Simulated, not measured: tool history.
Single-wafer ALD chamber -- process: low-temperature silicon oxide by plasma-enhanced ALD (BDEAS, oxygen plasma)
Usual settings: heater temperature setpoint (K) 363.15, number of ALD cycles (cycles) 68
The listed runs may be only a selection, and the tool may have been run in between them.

run    day  heater temperature setpoint (K)  number of ALD cycles (cycles)  wafers since the last listed run  hours since the last thermocouple change  hours since the gauge calibration  read-back reference wafer on the same gauge, thickness_nm  mean film thickness on the monitor wafer (angstrom)
  1  0.000                           375.15                             75                                 0                                    2322.4                               40.4                                                      8.414                                               106.22
  2  0.250                           375.15                             75                                37                                    2328.4                               46.4                                                      8.425                                               105.80
  3  1.562                           356.15                             61                               196                                    2359.9                               77.9                                                      8.420                                                91.72
  4  2.183                           356.15                             61                                92                                    2374.8                               92.8                                                      8.420                                                91.43
  5  2.879                           363.15                             68                               104                                    2391.5                              109.5                                                      8.418                                                99.66
  6  3.596                           363.15                             68                               107                                    2408.7                              126.7                                                      8.417                                                99.18
     3.908  -- gauge calibrated
  7  3.925                           372.15                             68                                49                                    2416.6                                0.4                                                      8.416                                                97.05
  8  4.517                           363.15                             68                                88                                    2430.8                               14.6                                                      8.420                                                99.37
     4.979  -- thermocouple changed; heater temperature recalibrated
  9  5.162                           363.15                             68                                46                                       4.4                               30.1                                                      8.425                                                99.89
 10  5.746                           363.15                             79                                87                                      18.4                               44.1                                                      8.422                                               115.30
 11  6.058                           363.15                             80                                46                                      25.9                               51.6                                                      8.425                                               116.73
 12  6.583                           363.15                             59                                78                                      38.5                               64.2                                                      8.414                                                86.37
 13  6.846                           358.15                             79                                39                                      44.8                               70.5                                                      8.417                                               117.37
 14  7.571                           363.15                             68                               108                                      62.2                               87.9                                                      8.423                                                99.63
 15  8.179                           351.15                             68                                90                                      76.8                              102.5                                                      8.422                                               103.79

Here are 5 independent what-if runs from the current tool condition. What would each one return?
  A  8.200                           376.15                             68                                 3                                      77.3                              103.0                                                          ?                                                    ?
  B  8.200                           363.15                             77                                 3                                      77.3                              103.0                                                          ?                                                    ?
  C  8.200                           370.15                             79                                 3                                      77.3                              103.0                                                          ?                                                    ?
  D  8.200                           354.15                             55                                 3                                      77.3                              103.0                                                          ?                                                    ?
  E  8.200                           376.15                             78                                 3                                      77.3                              103.0                                                          ?                                                    ?

run  read-back reference wafer on the same gauge, thickness_nm  mean film thickness on the monitor wafer (angstrom)
  A                                                      8.418                                                95.25
  B                                                      8.418                                               112.25
  C                                                      8.418                                               112.48
  D                                                      8.418                                                82.58
  E                                                      8.418                                               109.26
Without the tool's hidden state the same runs would have given:
run  mean film thickness on the monitor wafer (angstrom)
  A                                                95.25
  B                                               112.25
  C                                               112.48
  D                                                82.58
  E                                               109.26
